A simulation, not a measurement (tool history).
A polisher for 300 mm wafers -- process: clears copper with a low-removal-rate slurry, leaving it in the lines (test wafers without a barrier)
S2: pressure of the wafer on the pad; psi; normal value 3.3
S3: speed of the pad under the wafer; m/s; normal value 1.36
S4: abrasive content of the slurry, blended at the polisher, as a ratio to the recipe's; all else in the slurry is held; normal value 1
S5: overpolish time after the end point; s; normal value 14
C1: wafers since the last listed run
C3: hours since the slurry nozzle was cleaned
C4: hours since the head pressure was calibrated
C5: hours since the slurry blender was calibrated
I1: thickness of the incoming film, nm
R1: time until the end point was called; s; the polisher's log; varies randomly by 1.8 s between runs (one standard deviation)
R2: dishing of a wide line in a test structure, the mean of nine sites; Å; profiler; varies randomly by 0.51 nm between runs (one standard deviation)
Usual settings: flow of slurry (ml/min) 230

run 1 hour=0 | flow_of_slurry_(ml/min)=230 S2=3.3 S3=1.36 S4=1.05 S5=14 | C1=0 wafers_polished_on_this_pad=1070 C3=216.2 C4=1030.8 C5=455 | I1=405.4 | R1=105.9 R2=377
-- hour=6.2 worn pad replaced by a new one
run 2 hour=16.4 | flow_of_slurry_(ml/min)=230 S2=3.3 S3=1.36 S4=1.05 S5=14 | C1=141 wafers_polished_on_this_pad=115 C3=232.6 C4=1047.2 C5=471.4 | I1=398.9 | R1=103.8 R2=365
run 3 hour=26.3 | flow_of_slurry_(ml/min)=230 S2=3.3 S3=1.36 S4=1.05 S5=14 | C1=113 wafers_polished_on_this_pad=229 C3=242.5 C4=1057.1 C5=481.3 | I1=395.6 | R1=106.7 R2=381
run 4 hour=41.7 | flow_of_slurry_(ml/min)=230 S2=3.3 S3=1.36 S4=1 S5=14 | C1=175 wafers_polished_on_this_pad=404 C3=257.9 C4=1072.5 C5=496.7 | I1=400.1 | R1=106.5 R2=367
-- hour=48.6 slurry nozzle cleaned
run 5 hour=49.3 | flow_of_slurry_(ml/min)=230 S2=3.3 S3=1.36 S4=1 S5=14 | C1=75 wafers_polished_on_this_pad=480 C3=0.7 C4=1080.1 C5=504.3 | I1=400.6 | R1=109.7 R2=370
-- hour=64.7 slurry blender recalibrated
run 6 hour=93 | flow_of_slurry_(ml/min)=230 S2=3.3 S3=1.36 S4=1 S5=14 | C1=476 wafers_polished_on_this_pad=956 C3=44.4 C4=1123.8 C5=28.3 | I1=397.2 | R1=103.2 R2=357
run 7 hour=108.5 | flow_of_slurry_(ml/min)=230 S2=3.3 S3=1.36 S4=1 S5=14 | C1=177 wafers_polished_on_this_pad=1133 C3=59.9 C4=1139.3 C5=43.8 | I1=395 | R1=102.3 R2=367
-- hour=123.7 worn pad replaced by a new one
run 8 hour=124.2 | flow_of_slurry_(ml/min)=230 S2=3.3 S3=1.36 S4=0.95 S5=14 | C1=133 wafers_polished_on_this_pad=6 C3=75.6 C4=1155 C5=59.5 | I1=396.8 | R1=108.9 R2=363
run 9 hour=136.3 | flow_of_slurry_(ml/min)=230 S2=3.3 S3=1.36 S4=1 S5=14 | C1=138 wafers_polished_on_this_pad=144 C3=87.7 C4=1167.1 C5=71.6 | I1=399.1 | R1=105.1 R2=358
run 10 hour=146 | flow_of_slurry_(ml/min)=230 S2=3.3 S3=1.36 S4=1 S5=14 | C1=110 wafers_polished_on_this_pad=255 C3=97.4 C4=1176.8 C5=81.3 | I1=400.9 | R1=108.4 R2=358
run 11 hour=155.6 | flow_of_slurry_(ml/min)=230 S2=3.9 S3=1.84 S4=1 S5=20 | C1=109 wafers_polished_on_this_pad=364 C3=107 C4=1186.4 C5=90.9 | I1=397.5 | R1=69.3 R2=728
run 12 hour=169 | flow_of_slurry_(ml/min)=230 S2=2.8 S3=1.36 S4=1 S5=14 | C1=153 wafers_polished_on_this_pad=517 C3=120.4 C4=1199.8 C5=104.3 | I1=403.6 | R1=121.5 R2=314
run 13 hour=176.7 | flow_of_slurry_(ml/min)=230 S2=3.3 S3=1.36 S4=1 S5=17 | C1=87 wafers_polished_on_this_pad=605 C3=128.1 C4=1207.5 C5=112 | I1=403.8 | R1=106.4 R2=438
run 14 hour=184.9 | flow_of_slurry_(ml/min)=230 S2=2.8 S3=1.36 S4=1 S5=14 | C1=93 wafers_polished_on_this_pad=699 C3=136.3 C4=1215.7 C5=120.2 | I1=403.7 | R1=123.6 R2=314
run 15 hour=192.6 | flow_of_slurry_(ml/min)=230 S2=3.9 S3=1.12 S4=1 S5=8 | C1=87 wafers_polished_on_this_pad=787 C3=144 C4=1223.4 C5=127.9 | I1=398.7 | R1=107.7 R2=214
run 16 hour=199.5 | flow_of_slurry_(ml/min)=230 S2=2.3 S3=1.36 S4=1 S5=14 | C1=78 wafers_polished_on_this_pad=866 C3=150.9 C4=1230.3 C5=134.8 | I1=395.1 | R1=147.7 R2=273
run 17 hour=216 | flow_of_slurry_(ml/min)=170 S2=3.3 S3=1.04 S4=1 S5=7 | C1=188 wafers_polished_on_this_pad=1054 C3=167.4 C4=1246.8 C5=151.3 | I1=402.8 | R1=144.1 R2=149
-- hour=229.1 head pressure recalibrated
run 18 hour=233.3 | flow_of_slurry_(ml/min)=230 S2=3.3 S3=1.36 S4=1 S5=9 | C1=174 wafers_polished_on_this_pad=1229 C3=184.7 C4=4.2 C5=168.6 | I1=399.5 | R1=103.5 R2=249
-- hour=244.5 worn pad replaced by a new one
run 19 hour=248.9 | flow_of_slurry_(ml/min)=230 S2=3.3 S3=1.36 S4=1 S5=14 | C1=132 wafers_polished_on_this_pad=50 C3=200.3 C4=19.8 C5=184.2 | I1=402.2 | R1=104.5 R2=367
run 20 hour=266.6 | flow_of_slurry_(ml/min)=230 S2=3.3 S3=1.36 S4=0.9 S5=16 | C1=202 wafers_polished_on_this_pad=252 C3=218 C4=37.5 C5=201.9 | I1=405 | R1=109.7 R2=403
run 21 hour=282.9 | flow_of_slurry_(ml/min)=230 S2=2.3 S3=1.74 S4=1 S5=14 | C1=186 wafers_polished_on_this_pad=438 C3=234.3 C4=53.8 C5=218.2 | I1=397.8 | R1=113.8 R2=336
run 22 hour=322 | flow_of_slurry_(ml/min)=230 S2=3.3 S3=1.36 S4=1 S5=14 | C1=446 wafers_polished_on_this_pad=885 C3=273.4 C4=92.9 C5=257.3 | I1=392.2 | R1=103.3 R2=368
run 23 hour=332.5 | flow_of_slurry_(ml/min)=275 S2=3.3 S3=1.02 S4=1 S5=14 | C1=119 wafers_polished_on_this_pad=1005 C3=283.9 C4=103.4 C5=267.8 | I1=402.1 | R1=137.5 R2=296
run 24 hour=340.3 | flow_of_slurry_(ml/min)=230 S2=3.3 S3=1.7 S4=1 S5=14 | C1=89 wafers_polished_on_this_pad=1094 C3=291.7 C4=111.2 C5=275.6 | I1=398 | R1=85.8 R2=454
run 25 hour=352.8 | flow_of_slurry_(ml/min)=230 S2=4.2 S3=1.36 S4=1 S5=14 | C1=142 wafers_polished_on_this_pad=1237 C3=304.2 C4=123.7 C5=288.1 | I1=399.1 | R1=85.8 R2=454
run 26 hour=360.9 | flow_of_slurry_(ml/min)=230 S2=2.6 S3=1.36 S4=1 S5=14 | C1=92 wafers_polished_on_this_pad=1329 C3=312.3 C4=131.8 C5=296.2 | I1=407.3 | R1=139.4 R2=302
-- hour=365.3 worn pad replaced by a new one
run 27 hour=374.7 | flow_of_slurry_(ml/min)=230 S2=3.8 S3=1.36 S4=1 S5=19 | C1=111 wafers_polished_on_this_pad=107 C3=326.1 C4=145.6 C5=310 | I1=404.4 | R1=94.3 R2=535
-- hour=380.6 slurry nozzle cleaned
run 28 hour=392.5 | flow_of_slurry_(ml/min)=205 S2=3.3 S3=1.36 S4=1 S5=14 | C1=191 wafers_polished_on_this_pad=299 C3=11.9 C4=163.4 C5=327.8 | I1=404.6 | R1=109.7 R2=366

4 ways to go on from here, each from the tool as it stands after run 28. What would each give?
run A hour=393 | flow_of_slurry_(ml/min)=230 S2=3.3 S3=1.36 S4=1 S5=14 | C1=5 wafers_polished_on_this_pad=305 C3=12.4 C4=163.9 C5=328.3 | I1=401.6 | R1=? R2=?
run B hour=393 | flow_of_slurry_(ml/min)=190 S2=2.9 S3=1.36 S4=1 S5=14 | C1=5 wafers_polished_on_this_pad=305 C3=12.4 C4=163.9 C5=328.3 | I1=401.6 | R1=? R2=?
run C hour=393 | flow_of_slurry_(ml/min)=190 S2=3.3 S3=1.36 S4=1 S5=14 | C1=5 wafers_polished_on_this_pad=305 C3=12.4 C4=163.9 C5=328.3 | I1=401.6 | R1=? R2=?
run D hour=393 | flow_of_slurry_(ml/min)=290 S2=2.9 S3=1.36 S4=1 S5=14 | C1=5 wafers_polished_on_this_pad=305 C3=12.4 C4=163.9 C5=328.3 | I1=401.6 | R1=? R2=?

run=A R1=106.2 R2=369
run=B R1=122.4 R2=323
run=C R1=108.7 R2=361
run=D R1=117 R2=337
Stripped of hidden state, with their random variation kept, the same runs would have yielded:
run=A R1=106.2 R2=369
run=B R1=122.4 R2=323
run=C R1=108.7 R2=361
run=D R1=117 R2=337
